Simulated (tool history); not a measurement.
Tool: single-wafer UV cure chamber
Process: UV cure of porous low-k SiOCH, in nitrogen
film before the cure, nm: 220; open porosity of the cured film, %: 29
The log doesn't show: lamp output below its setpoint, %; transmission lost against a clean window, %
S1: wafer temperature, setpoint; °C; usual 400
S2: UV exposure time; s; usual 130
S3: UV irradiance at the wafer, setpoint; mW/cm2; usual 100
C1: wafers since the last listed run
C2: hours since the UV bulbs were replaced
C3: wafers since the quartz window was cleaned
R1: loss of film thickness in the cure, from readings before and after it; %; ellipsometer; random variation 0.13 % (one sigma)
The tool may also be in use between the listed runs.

Run 1, hour 0.0: usual settings; C1 0; C2 1856.8; C3 906. Result: R1 9.529 %.
Run 2, hour 18.0: usual settings; C1 86; C2 1874.8; C3 992. Result: R1 9.478 %.
Run 3, hour 33.8: usual settings but S2 185 s, S3 74 mW/cm2; C1 75; C2 1890.6; C3 1068. Result: R1 9.696 %.
Run 4, hour 45.8: usual settings but S1 387 °C; C1 57; C2 1902.6; C3 1125. Result: R1 9.183 %.
Run 5, hour 57.3: usual settings but S1 387 °C; C1 54; C2 1914.1; C3 1180. Result: R1 9.045 %.
Run 6, hour 66.0: usual settings; C1 41; C2 1922.8; C3 1222. Result: R1 9.356 %.
Run 7, hour 76.9: usual settings but S1 404 °C; C1 52; C2 1933.7; C3 1274. Result: R1 9.441 %.
Run 8, hour 87.4: usual settings; C1 50; C2 1944.2; C3 1324. Result: R1 9.450 %.
Run 9, hour 98.8: usual settings; C1 54; C2 1955.6; C3 1378. Result: R1 9.198 %.
At hour 113.1: quartz window cleaned.
Run 10, hour 113.6: usual settings; C1 32; C2 1970.4; C3 2. Result: R1 10.186 %.
Run 11, hour 116.8: usual settings but S3 110 mW/cm2; C1 15; C2 1973.6; C3 17. Result: R1 10.708 %.
Run 12, hour 126.5: usual settings but S3 110 mW/cm2; C1 46; C2 1983.3; C3 63. Result: R1 10.421 %.
Run 13, hour 135.7: usual settings but S3 110 mW/cm2; C1 43; C2 1992.5; C3 107. Result: R1 10.368 %.
Run 14, hour 143.0: usual settings but S3 68 mW/cm2; C1 34; C2 1999.8; C3 142. Result: R1 7.975 %.
Run 15, hour 152.9: usual settings but S3 68 mW/cm2; C1 47; C2 2009.7; C3 190. Result: R1 8.021 %.
Run 16, hour 159.0: usual settings but S3 68 mW/cm2; C1 29; C2 2015.8; C3 219. Result: R1 7.925 %.
Run 17, hour 165.1: usual settings; C1 29; C2 2021.9; C3 248. Result: R1 9.764 %.
Run 18, hour 172.8: usual settings; C1 36; C2 2029.6; C3 285. Result: R1 9.799 %.
Run 19, hour 180.3: usual settings; C1 35; C2 2037.1; C3 321. Result: R1 9.651 %.
Run 20, hour 188.0: usual settings but S1 415 °C; C1 36; C2 2044.8; C3 357. Result: R1 9.934 %.
Run 21, hour 195.8: usual settings; C1 37; C2 2052.6; C3 395. Result: R1 9.509 %.
Run 22, hour 227.3: usual settings; C1 150; C2 2084.1; C3 545. Result: R1 9.402 %.
Run 23, hour 277.4: usual settings; C1 239; C2 2134.2; C3 785. Result: R1 9.329 %.
Run 24, hour 292.4: usual settings but S1 387 °C, S2 80 s; C1 71; C2 2149.2; C3 856. Result: R1 6.778 %.
Run 25, hour 301.7: usual settings but S1 386 °C, S2 160 s, S3 65 mW/cm2; C1 44; C2 2158.5; C3 901. Result: R1 7.866 %.
Run 26, hour 311.0: usual settings; C1 44; C2 2167.8; C3 945. Result: R1 9.311 %.
Run 27, hour 337.1: usual settings but S2 175 s, S3 111 mW/cm2; C1 124; C2 2193.9; C3 1070. Result: R1 11.376 %.
Run 28, hour 347.6: usual settings but S1 415 °C, S2 95 s, S3 111 mW/cm2; C1 50; C2 2204.4; C3 1120. Result: R1 8.416 %.
At hour 356.7: UV bulbs replaced.
Run 29, hour 357.2: usual settings but S1 413 °C, S3 133 mW/cm2; C1 7; C2 0.5; C3 1128. Result: R1 13.524 %.
Run 30, hour 377.5: usual settings but S2 160 s, S3 129 mW/cm2; C1 97; C2 20.8; C3 1225. Result: R1 14.248 %.
Run 31, hour 425.2: usual settings; C1 228; C2 68.5; C3 1453. Result: R1 11.632 %.
Run 32, hour 434.3: usual settings but S3 137 mW/cm2; C1 43; C2 77.6; C3 1497. Result: R1 12.919 %.
Run 33, hour 447.7: usual settings; C1 64; C2 91.0; C3 1561. Result: R1 11.332 %.
Run 34, hour 454.6: usual settings but S3 71 mW/cm2; C1 32; C2 97.9; C3 1594. Result: R1 9.397 %.
At hour 471.0: quartz window cleaned.
Run 35, hour 471.5: usual settings but S1 394 °C, S2 170 s; C1 42; C2 114.8; C3 2. Result: R1 13.421 %.
Run 36, hour 476.4: usual settings; C1 23; C2 119.7; C3 25. Result: R1 12.137 %.
Run 37, hour 491.0: usual settings but S1 387 °C, S2 160 s, S3 61 mW/cm2; C1 69; C2 134.3; C3 95. Result: R1 10.213 %.
Run 38, hour 498.3: usual settings but S1 394 °C, S2 95 s, S3 82 mW/cm2; C1 34; C2 141.6; C3 130. Result: R1 9.105 %.
Run 39, hour 514.7: usual settings but S1 389 °C, S2 160 s, S3 138 mW/cm2; C1 78; C2 158.0; C3 208. Result: R1 14.219 %.
Run 40, hour 544.9: usual settings; C1 144; C2 188.2; C3 353. Result: R1 11.339 %.
Run 41, hour 554.0: usual settings; C1 43; C2 197.3; C3 396. Result: R1 11.508 %.
Run 42, hour 568.9: usual settings but S3 110 mW/cm2; C1 71; C2 212.2; C3 467. Result: R1 11.972 %.
Run 43, hour 584.7: usual settings but S1 415 °C, S2 60 s; C1 75; C2 228.0; C3 543. Result: R1 7.602 %.
Run 44, hour 602.6: usual settings; C1 85; C2 245.9; C3 629. Result: R1 11.095 %.
Run 45, hour 613.9: usual settings but S1 388 °C, S2 110 s, S3 69 mW/cm2; C1 54; C2 257.2; C3 683. Result: R1 8.159 %.

Hidden state at the last listed run before each entry between runs and at the first one after, where it differs:
Between runs 9 and 10: quartz window cleaned (hour 113.1)
  lamp output below its setpoint, %: 38.1 -> 38.2; transmission lost against a clean window, %: 16 -> 0.522
  measured less the result without the state, R1: -3.439 -> -2.605 %
Between runs 28 and 29: UV bulbs replaced (hour 356.7)
  lamp output below its setpoint, %: 39 -> 5.04; transmission lost against a clean window, %: 15.2 -> 15.3
  measured less the result without the state, R1: -3.421 -> -1.220 %
Between runs 34 and 35: quartz window cleaned (hour 471.0)
  lamp output below its setpoint, %: 9.29 -> 9.97; transmission lost against a clean window, %: 16.4 -> 0.444
  measured less the result without the state, R1: -1.439 -> -0.602 %
